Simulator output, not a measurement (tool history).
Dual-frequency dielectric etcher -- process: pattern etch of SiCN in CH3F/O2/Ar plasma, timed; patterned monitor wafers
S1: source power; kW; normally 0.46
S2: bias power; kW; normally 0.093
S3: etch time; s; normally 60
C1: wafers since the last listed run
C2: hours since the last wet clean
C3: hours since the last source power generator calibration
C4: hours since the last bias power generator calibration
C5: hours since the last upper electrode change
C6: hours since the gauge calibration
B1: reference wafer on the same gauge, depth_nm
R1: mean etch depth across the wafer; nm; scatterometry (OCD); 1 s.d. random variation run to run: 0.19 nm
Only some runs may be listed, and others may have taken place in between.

| run | hour | S1 | S2 | S3 | C1 | C2 | C3 | C4 | C5 | C6 | B1 | R1 |
|---|---|---|---|---|---|---|---|---|---|---|---|---|
| 1 | 0 | 0.54 | 0.093 | 51.5 | 0 | 374.7 | 4056 | 157.5 | 3718.6 | 4665.7 | 21.51 | 23.84 |
|  | 28.7 | gauge calibrated |
| 2 | 46.5 | 0.54 | 0.093 | 51.5 | 412 | 421.2 | 4102.5 | 204 | 3765.1 | 17.8 | 23.01 | 25.56 |
| 3 | 85.5 | 0.54 | 0.093 | 51.5 | 346 | 460.2 | 4141.5 | 243 | 3804.1 | 56.8 | 22.98 | 25.47 |
|  | 114.4 | source power generator calibrated |
| 4 | 188.1 | 0.46 | 0.093 | 55.5 | 875 | 562.8 | 73.7 | 345.6 | 3906.7 | 159.4 | 23.02 | 26.55 |
| 5 | 237.1 | 0.46 | 0.093 | 55.5 | 434 | 611.8 | 122.7 | 394.6 | 3955.7 | 208.4 | 23.03 | 26.44 |
|  | 385.9 | upper electrode replaced |
| 6 | 388 | 0.4 | 0.093 | 60 | 1126 | 762.7 | 273.6 | 545.5 | 2.1 | 359.3 | 23.03 | 27.61 |
|  | 432.1 | wet clean of the chamber |
| 7 | 459 | 0.49 | 0.093 | 60 | 417 | 26.9 | 344.6 | 616.5 | 73.1 | 430.3 | 22.97 | 29.21 |
| 8 | 531.2 | 0.46 | 0.082 | 60 | 640 | 99.1 | 416.8 | 688.7 | 145.3 | 502.5 | 23 | 26.57 |
| 9 | 594.6 | 0.57 | 0.093 | 60 | 562 | 162.5 | 480.2 | 752.1 | 208.7 | 565.9 | 23.01 | 30.07 |
| 10 | 659.5 | 0.46 | 0.093 | 60 | 576 | 227.4 | 545.1 | 817 | 273.6 | 630.8 | 23.01 | 28.57 |
| 11 | 752.6 | 0.53 | 0.085 | 72.5 | 826 | 320.5 | 638.2 | 910.1 | 366.7 | 723.9 | 23.01 | 34.2 |
| 12 | 829.4 | 0.5 | 0.093 | 60 | 681 | 397.3 | 715 | 986.9 | 443.5 | 800.7 | 22.98 | 28.98 |
| 13 | 916.7 | 0.46 | 0.093 | 60 | 775 | 484.6 | 802.3 | 1074.2 | 530.8 | 888 | 22.97 | 28.52 |
| 14 | 982.5 | 0.39 | 0.093 | 60 | 584 | 550.4 | 868.1 | 1140 | 596.6 | 953.8 | 22.96 | 27.22 |
| 15 | 1086.3 | 0.46 | 0.093 | 72.5 | 921 | 654.2 | 971.9 | 1243.8 | 700.4 | 1057.6 | 22.92 | 34.77 |
| 16 | 1187.8 | 0.35 | 0.093 | 60 | 901 | 755.7 | 1073.4 | 1345.3 | 801.9 | 1159.1 | 22.94 | 26.93 |
|  | 1223.4 | wet clean of the chamber |
| 17 | 1237.9 | 0.46 | 0.08 | 68.5 | 231 | 14.5 | 1123.5 | 1395.4 | 852 | 1209.2 | 22.97 | 30.06 |
| 18 | 1293.2 | 0.46 | 0.093 | 60 | 490 | 69.8 | 1178.8 | 1450.7 | 907.3 | 1264.5 | 22.97 | 28.46 |
| 19 | 1386.5 | 0.53 | 0.114 | 55 | 828 | 163.1 | 1272.1 | 1544 | 1000.6 | 1357.8 | 22.91 | 29.76 |
| 20 | 1450.9 | 0.46 | 0.109 | 60 | 571 | 227.5 | 1336.5 | 1608.4 | 1065 | 1422.2 | 22.86 | 31.24 |
| 21 | 1547.6 | 0.46 | 0.093 | 60 | 858 | 324.2 | 1433.2 | 1705.1 | 1161.7 | 1518.9 | 22.86 | 28.38 |
| 22 | 1600.1 | 0.46 | 0.093 | 60 | 466 | 376.7 | 1485.7 | 1757.6 | 1214.2 | 1571.4 | 22.88 | 28.18 |
| 23 | 1698.6 | 0.46 | 0.093 | 60 | 874 | 475.2 | 1584.2 | 1856.1 | 1312.7 | 1669.9 | 22.82 | 28.27 |
| 24 | 1764.5 | 0.57 | 0.08 | 49.5 | 585 | 541.1 | 1650.1 | 1922 | 1378.6 | 1735.8 | 22.87 | 22.69 |
| 25 | 1840.6 | 0.5 | 0.086 | 66 | 675 | 617.2 | 1726.2 | 1998.1 | 1454.7 | 1811.9 | 22.78 | 30.31 |
| 26 | 1895.6 | 0.46 | 0.077 | 60 | 488 | 672.2 | 1781.2 | 2053.1 | 1509.7 | 1866.9 | 22.78 | 25.28 |
| 27 | 1941.9 | 0.55 | 0.1 | 48.5 | 411 | 718.5 | 1827.5 | 2099.4 | 1556 | 1913.2 | 22.76 | 25 |
|  | 2050.4 | wet clean of the chamber |
| 28 | 2050.9 | 0.56 | 0.093 | 60 | 754 | 0.5 | 1936.5 | 2208.4 | 1665 | 2022.2 | 22.72 | 29.36 |
| 29 | 2093 | 0.46 | 0.093 | 52 | 373 | 42.6 | 1978.6 | 2250.5 | 1707.1 | 2064.3 | 22.75 | 24.34 |
| 30 | 2139.1 | 0.46 | 0.102 | 60 | 409 | 88.7 | 2024.7 | 2296.6 | 1753.2 | 2110.4 | 22.73 | 29.31 |
| 31 | 2213.2 | 0.37 | 0.08 | 44.5 | 657 | 162.8 | 2098.8 | 2370.7 | 1827.3 | 2184.5 | 22.7 | 18.42 |

The tool's hidden state at each run:
etch rate over this chamber's usual, %: 0 at every run
source power that arrives over what is set, %: 0 at every run
bias power that arrives over what is set, %: 0 at every run
H1: gauge reads high (%)
| run | H1 |
|---|---|
| 1 | -6.66 |
| 2 | 0.14 |
| 3 | 0.139 |
| 4 | 0.133 |
| 5 | 0.127 |
| 6 | 0.101 |
| 7 | 0.0845 |
| 8 | 0.0641 |
| 9 | 0.0437 |
| 10 | 0.0203 |
| 11 | -0.0178 |
| 12 | -0.0531 |
| 13 | -0.0976 |
| 14 | -0.134 |
| 15 | -0.197 |
| 16 | -0.265 |
| 17 | -0.301 |
| 18 | -0.342 |
| 19 | -0.416 |
| 20 | -0.47 |
| 21 | -0.556 |
| 22 | -0.605 |
| 23 | -0.701 |
| 24 | -0.769 |
| 25 | -0.85 |
| 26 | -0.911 |
| 27 | -0.964 |
| 28 | -1.09 |
| 29 | -1.15 |
| 30 | -1.2 |
| 31 | -1.3 |
